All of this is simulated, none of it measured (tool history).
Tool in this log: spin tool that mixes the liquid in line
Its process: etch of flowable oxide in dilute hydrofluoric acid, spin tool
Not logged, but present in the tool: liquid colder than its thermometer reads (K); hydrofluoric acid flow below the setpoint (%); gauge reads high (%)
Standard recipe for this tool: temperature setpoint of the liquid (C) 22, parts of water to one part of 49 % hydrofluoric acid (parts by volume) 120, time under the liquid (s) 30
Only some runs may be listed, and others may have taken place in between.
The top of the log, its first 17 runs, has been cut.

run,hour,temperature setpoint of the liquid (C),parts of water to one part of 49 % hydrofluoric acid (parts by volume),time under the liquid (s),wafers since the last listed run,hours since the thermometer was replaced,hours since the hydrofluoric acid flow meter was replaced,hours since the gauge calibration,"read-back film thickness of the flowable oxide reference wafer, read on the same gauge (nm)",thickness taken off the flowable oxide on a monitor wafer (Å)
18,219.3,22,85,50,160,875.3,51.4,217.7,89.99,348.9
19,233.6,22,120,40,167,889.6,65.7,232,90.01,190.4
20,241.7,20,90,15,94,897.7,73.8,240.1,89.99,91
21,258.7,22,65,45,199,914.7,90.8,257.1,90.04,425.3
# hour 274.8: thermometer replaced
22,275.3,26.5,120,30,182,0.5,107.4,273.7,90.01,170.4
23,291.2,18,65,35,186,16.4,123.3,289.6,90.01,274.7
24,306.2,19,70,35,175,31.4,138.3,304.6,90,265.7
25,319.3,24,120,40,153,44.5,151.4,317.7,90,204.4
26,335.4,17.5,145,20,188,60.6,167.5,333.8,90.01,63.1
27,352.9,20.5,120,30,205,78.1,185,351.3,89.99,134.9
28,359.8,22,120,15,80,85,191.9,358.2,90,70.2
29,374.1,22,120,40,167,99.3,206.2,372.5,90.01,189.8
30,384.4,27,120,30,120,109.6,216.5,382.8,90.01,171.8
31,399.9,22,120,30,181,125.1,232,398.3,90.01,140.9
32,407.9,22,100,30,93,133.1,240,406.3,90,174
# hour 417.9: gauge calibrated
33,420.5,22,140,40,147,145.7,252.6,2.6,89.97,156.9

5 ways to go on from here, each from the tool as it stands after run 33. What would each give?
A,420.9,22,120,30,4,146.1,253,3,?,?
B,420.9,22,120,50,4,146.1,253,3,?,?
C,420.9,25.5,95,15,4,146.1,253,3,?,?
D,420.9,22,165,30,4,146.1,253,3,?,?
E,420.9,22,180,30,4,146.1,253,3,?,?

run,"read-back film thickness of the flowable oxide reference wafer, read on the same gauge (nm)",thickness taken off the flowable oxide on a monitor wafer (Å)
A,90,141.5
B,90,235.8
C,90,105.8
D,90,97.8
E,90,88.3
Stripped of hidden state, with their random variation kept, the same runs would have yielded:
run,thickness taken off the flowable oxide on a monitor wafer (Å)
A,144.5
B,240.9
C,108
D,100
E,90.3
